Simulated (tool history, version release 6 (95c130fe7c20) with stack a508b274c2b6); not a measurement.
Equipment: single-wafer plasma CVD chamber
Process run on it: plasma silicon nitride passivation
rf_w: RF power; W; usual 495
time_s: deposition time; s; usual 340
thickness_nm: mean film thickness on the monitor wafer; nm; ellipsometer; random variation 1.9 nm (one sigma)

run,hour,rf_w,time_s,wafers since the last listed run,hours since the last RF generator calibration,hours since the showerhead was replaced,hours since the gauge calibration,"read-back reference wafer on the same gauge, thickness_nm",thickness_nm
1,0.0,495,340,0,1403.1,4616.8,770.4,506.645,487.358
# hour 7.4: gauge calibrated
2,17.3,495,340,114,1420.4,4634.1,9.9,507.164,485.507
3,53.2,495,340,237,1456.3,4670.0,45.8,507.039,484.088
4,76.7,495,340,155,1479.8,4693.5,69.3,507.119,484.579
5,110.6,440,315,224,1513.7,4727.4,103.2,507.048,439.963
6,138.9,440,315,187,1542.0,4755.7,131.5,507.232,440.832
7,160.0,440,315,139,1563.1,4776.8,152.6,506.856,441.143
8,181.3,495,340,140,1584.4,4798.1,173.9,507.371,487.687
9,198.1,495,340,111,1601.2,4814.9,190.7,506.900,486.053
10,212.1,495,340,92,1615.2,4828.9,204.7,507.105,486.612
11,238.8,495,340,176,1641.9,4855.6,231.4,507.013,485.351
12,253.3,540,340,95,1656.4,4870.1,245.9,506.598,491.583
13,283.8,540,340,201,1686.9,4900.6,276.4,507.172,492.505
14,312.5,540,340,189,1715.6,4929.3,305.1,506.949,490.984
15,340.5,555,340,185,1743.6,4957.3,333.1,507.189,497.950
16,353.1,555,340,83,1756.2,4969.9,345.7,506.888,489.906
# hour 373.5: showerhead replaced
17,384.9,495,340,157,1788.0,11.4,377.5,506.580,482.980
18,407.2,495,340,147,1810.3,33.7,399.8,506.852,481.557
# hour 416.9: RF generator calibrated
19,423.4,495,340,54,6.5,49.9,416.0,507.038,484.938
20,454.7,495,340,207,37.8,81.2,447.3,507.022,484.694
21,487.1,440,318,214,70.2,113.6,479.7,507.261,447.434
22,509.7,430,340,149,92.8,136.2,502.3,506.846,475.481
23,535.6,425,340,171,118.7,162.1,528.2,506.537,472.648
24,563.1,495,300,182,146.2,189.6,555.7,507.145,427.742
25,664.3,495,340,669,247.4,290.8,656.9,507.251,485.822
26,679.4,495,340,99,262.5,305.9,672.0,506.880,485.755
27,693.1,400,340,90,276.2,319.6,685.7,507.141,466.244
28,713.7,430,405,136,296.8,340.2,706.3,506.852,564.347
29,743.7,495,340,198,326.8,370.2,736.3,506.650,485.565
30,760.2,495,340,109,343.3,386.7,752.8,506.568,484.597
# hour 768.2: gauge calibrated
31,795.0,550,393,230,378.1,421.5,26.8,507.062,569.381
32,807.9,535,283,85,391.0,434.4,39.7,506.953,406.688
33,835.0,495,340,179,418.1,461.5,66.8,506.476,484.219
34,858.5,495,366,155,441.6,485.0,90.3,506.760,524.370
35,888.8,545,340,200,471.9,515.3,120.6,507.241,490.483
36,907.6,435,390,124,490.7,534.1,139.4,506.993,543.132
37,934.9,400,367,180,518.0,561.4,166.7,506.762,505.915
38,952.6,495,340,117,535.7,579.1,184.4,506.893,482.891
39,1013.2,525,340,401,596.3,639.7,245.0,506.689,490.691
40,1025.4,495,358,80,608.5,651.9,257.2,507.237,505.754
41,1057.6,430,368,213,640.7,684.1,289.4,507.256,510.475

Consider 5 possible next runs. They are alternatives, not a sequence: every one starts from the tool as it was left by run 41. What does each give?
A,1058.1,495,313,3,641.2,684.6,289.9,?,?
B,1058.1,445,316,3,641.2,684.6,289.9,?,?
C,1058.1,495,276,3,641.2,684.6,289.9,?,?
D,1058.1,400,313,3,641.2,684.6,289.9,?,?
E,1058.1,545,308,3,641.2,684.6,289.9,?,?

run,"read-back reference wafer on the same gauge, thickness_nm",thickness_nm
A,507.004,446.135
B,507.004,442.997
C,507.004,393.397
D,507.004,431.928
E,507.004,445.967
Stripped of hidden state, with their random variation kept, the same runs would have yielded:
run,thickness_nm
A,446.135
B,442.997
C,393.397
D,431.928
E,445.967
